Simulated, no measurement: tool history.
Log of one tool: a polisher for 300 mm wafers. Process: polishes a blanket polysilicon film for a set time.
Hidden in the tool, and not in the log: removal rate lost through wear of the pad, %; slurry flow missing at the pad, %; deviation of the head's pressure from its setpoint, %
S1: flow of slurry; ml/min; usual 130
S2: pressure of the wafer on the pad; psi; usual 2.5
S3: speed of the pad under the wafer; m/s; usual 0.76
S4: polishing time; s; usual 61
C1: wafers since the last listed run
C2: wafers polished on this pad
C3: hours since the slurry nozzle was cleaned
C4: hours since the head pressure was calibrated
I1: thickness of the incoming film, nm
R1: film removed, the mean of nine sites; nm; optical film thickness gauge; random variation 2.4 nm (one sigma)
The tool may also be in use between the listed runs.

run     day   S1   S2    S3  S4   C1   C2     C3      C4      I1     R1
  1   0.000  130  2.5  0.76  61    0  726   64.9   728.3  1141.7  350.5
      0.171  -- worn pad replaced by a new one
  2   0.817  130  2.5  0.76  61  135  134   84.5   747.9  1138.1  345.4
  3   1.717  130  2.5  0.62  56  187  322  106.1   769.5  1135.9  259.5
      4.500  -- worn pad replaced by a new one
  4   4.629  130  2.5  0.62  56  572   27  176.0   839.4  1166.3  258.5
  5   5.250  130  2.5  0.76  61  129  156  190.9   854.3  1140.0  347.9
  6   6.421  130  2.5  0.76  61  244  400  219.0   882.4  1142.6  347.6
  7   7.154  130  2.5  0.76  61  152  553  236.6   900.0  1136.5  345.7
      8.154  -- worn pad replaced by a new one
  8   8.642  130  2.8  0.76  61  275  101  272.3   935.7  1143.8  393.1
  9   9.238  130  2.8  0.76  61  124  226  286.6   950.0  1129.4  385.8
 10   9.979  130  2.5  0.76  61  154  380  304.4   967.8  1129.4  347.7
 11  10.812  130  2.5  0.76  41  173  554  324.4   987.8  1141.0  233.3
 12  11.383  110  2.5  0.54  44  118  673  338.1  1001.5  1134.2  170.7
 13  12.004  130  2.5  0.76  61  129  802  353.0  1016.4  1129.1  351.2
     12.542  -- worn pad replaced by a new one
     12.975  -- head pressure recalibrated
     13.204  -- slurry nozzle cleaned
 14  13.462  130  2.5  0.58  61  243  166    6.2    11.7  1142.3  263.2
 15  14.462  130  2.5  0.54  61  208  374   30.2    35.7  1135.2  246.9
 16  15.138  130  1.9  0.76  72  140  515   46.4    51.9  1146.9  311.3
 17  15.821  130  2.5  0.76  61  142  657   62.8    68.3  1147.0  350.1
     16.796  -- worn pad replaced by a new one
 18  16.817  155  2.7  0.54  61  172    3   86.7    92.2  1139.7  272.4
 19  17.904  130  1.6  0.66  52  226  230  112.8   118.3  1135.9  164.8

Forecast each of these 5 alternatives for the next run:
  A  17.921  130  2.5  0.76  79   3  234  113.2  118.7  1142.0   ?
  B  17.921  115  2.5  0.76  61   3  234  113.2  118.7  1142.0   ?
  C  17.921  130  2.5  0.76  50   3  234  113.2  118.7  1142.0   ?
  D  17.921  140  2.5  0.76  61   3  234  113.2  118.7  1142.0   ?
  E  17.921  130  2.5  0.98  61   3  234  113.2  118.7  1142.0   ?

run     R1
  A  448.0
  B  337.7
  C  283.6
  D  350.6
  E  446.1
Without the tool's hidden state the same runs would have given:
run     R1
  A  448.0
  B  337.7
  C  283.6
  D  350.6
  E  446.1

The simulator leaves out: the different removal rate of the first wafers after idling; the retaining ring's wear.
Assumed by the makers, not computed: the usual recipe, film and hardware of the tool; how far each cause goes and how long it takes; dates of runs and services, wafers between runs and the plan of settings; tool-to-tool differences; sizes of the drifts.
